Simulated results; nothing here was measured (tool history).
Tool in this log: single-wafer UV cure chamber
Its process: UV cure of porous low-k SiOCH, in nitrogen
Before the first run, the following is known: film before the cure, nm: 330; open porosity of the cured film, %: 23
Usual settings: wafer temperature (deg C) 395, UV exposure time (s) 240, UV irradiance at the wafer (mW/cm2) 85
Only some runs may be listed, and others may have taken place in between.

run    hour  wafer temperature (deg C)  UV exposure time (s)  UV irradiance at the wafer (mW/cm2)  loss of film thickness in the cure (%)
  1       0                        405                   240                                   85                                  11.289
  2    72.8                        395                   240                                  107                                  11.778
      150.9  -- quartz window cleaned
  3   151.4                        395                   240                                  107                                  12.205
  4   207.1                        385                   240                                   85                                  10.735
  5     275                        385                   240                                   85                                  10.595
  6   367.8                        395                   240                                   85                                    10.9
  7   433.3                        395                   240                                   85                                  10.847
        466  -- quartz window cleaned
  8   504.9                        395                   240                                   85                                  10.823
  9   564.5                        395                   240                                   85                                  10.624
 10   647.3                        395                   240                                   85                                  10.583
 11   782.2                        395                   240                                   85                                  10.745
 12   851.6                        395                   240                                   85                                  10.927
      861.4  -- quartz window cleaned
 13   953.4                        388                   240                                   85                                  10.217
 14  1015.6                        395                   240                                  102                                  11.544
 15  1071.4                        388                   335                                   65                                  10.405
 16  1133.3                        395                   240                                  103                                   11.38
     1177.9  -- quartz window cleaned
 17  1203.1                        395                   240                                   85                                  10.493
     1261.6  -- UV bulbs replaced
 18  1283.7                        395                   355                                   85                                  12.916
 19  1351.3                        406                   110                                   70                                   7.221
 20  1438.3                        384                   310                                   57                                  10.607
 21  1482.6                        411                   180                                   85                                  10.103
 22    1553                        386                   295                                   85                                  11.651
     1569.4  -- quartz window cleaned
 23    1595                        395                   240                                   85                                  11.244
 24  1679.3                        395                   240                                   85                                  11.357
 25    1759                        395                   355                                  125                                  14.487

Predict each of these 5 candidate next runs independently; none follows another, all start after run 25:
  A  1759.5                        379                   240                                   85                                       ?
  B  1759.5                        395                   125                                   70                                       ?
  C  1759.5                        407                   240                                  101                                       ?
  D  1759.5                        395                   135                                   59                                       ?
  E  1759.5                        395                   240                                   57                                       ?

run  loss of film thickness in the cure (%)
  A                                  11.101
  B                                   7.635
  C                                  12.423
  D                                    7.24
  E                                    9.58
Without the tool's hidden state the same runs would have given:
run  loss of film thickness in the cure (%)
  A                                  11.487
  B                                    7.99
  C                                  12.821
  D                                    7.59
  E                                   9.953

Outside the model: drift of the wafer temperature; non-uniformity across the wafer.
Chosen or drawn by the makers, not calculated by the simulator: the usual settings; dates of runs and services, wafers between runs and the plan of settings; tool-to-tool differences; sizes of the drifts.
